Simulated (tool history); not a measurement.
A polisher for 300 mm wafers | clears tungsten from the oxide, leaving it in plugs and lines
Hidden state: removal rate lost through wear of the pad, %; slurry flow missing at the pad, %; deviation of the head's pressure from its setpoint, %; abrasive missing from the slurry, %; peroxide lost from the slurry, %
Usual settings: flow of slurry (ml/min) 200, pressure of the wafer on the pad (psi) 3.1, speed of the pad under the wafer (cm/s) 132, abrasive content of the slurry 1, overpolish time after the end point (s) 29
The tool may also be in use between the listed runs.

run	hour	flow of slurry (ml/min)	pressure of the wafer on the pad (psi)	speed of the pad under the wafer (cm/s)	abrasive content of the slurry	overpolish time after the end point (s)	wafers since the last listed run	wafers polished on this pad	hours since the slurry nozzle was cleaned	hours since the head pressure was calibrated	hours since the slurry blender was calibrated	hours since the slurry got fresh peroxide	incoming thickness of the incoming film, nm	time until the end point was called (s)
1	0	200	2.3	132	1	29	0	1245	126.3	190.2	87.2	191.7	348.7	93.3
2	42.4	200	2.3	132	1	29	482	1727	168.7	232.6	129.6	234.1	347.8	90.1
# hour 91.3: slurry tank refilled with fresh slurry and peroxide
# hour 154: worn pad replaced by a new one
# hour 189: head pressure recalibrated
3	243.8	200	3.1	132	1	34	2210	998	370.1	54.8	331	152.5	347.6	76.2
# hour 299: slurry blender recalibrated
# hour 299.1: slurry nozzle cleaned
4	325.4	200	3.1	132	1	34	904	1902	26.3	136.4	26.4	234.1	344.3	74
# hour 364.5: slurry tank refilled with fresh slurry and peroxide
5	380.7	200	3.1	132	1	34	617	2519	81.6	191.7	81.7	16.2	349.4	73.1
# hour 429.9: worn pad replaced by a new one
6	433.2	200	3.1	132	1.2	29	551	37	134.1	244.2	134.2	68.7	346.1	67.8
# hour 576: head pressure recalibrated
# hour 591.8: slurry tank refilled with fresh slurry and peroxide
7	607.3	200	3.1	132	1.2	29	1945	1982	308.2	31.3	308.3	15.5	345.7	72.1

Run 8 comes next. What will it give?
8	667.6	150	3.1	102	1.15	34	685	2668	368.5	91.6	368.6	75.8	348	?

time until the end point was called (s): 91.5
Without the tool's hidden state the same run would have given time until the end point was called (s) 95.7.

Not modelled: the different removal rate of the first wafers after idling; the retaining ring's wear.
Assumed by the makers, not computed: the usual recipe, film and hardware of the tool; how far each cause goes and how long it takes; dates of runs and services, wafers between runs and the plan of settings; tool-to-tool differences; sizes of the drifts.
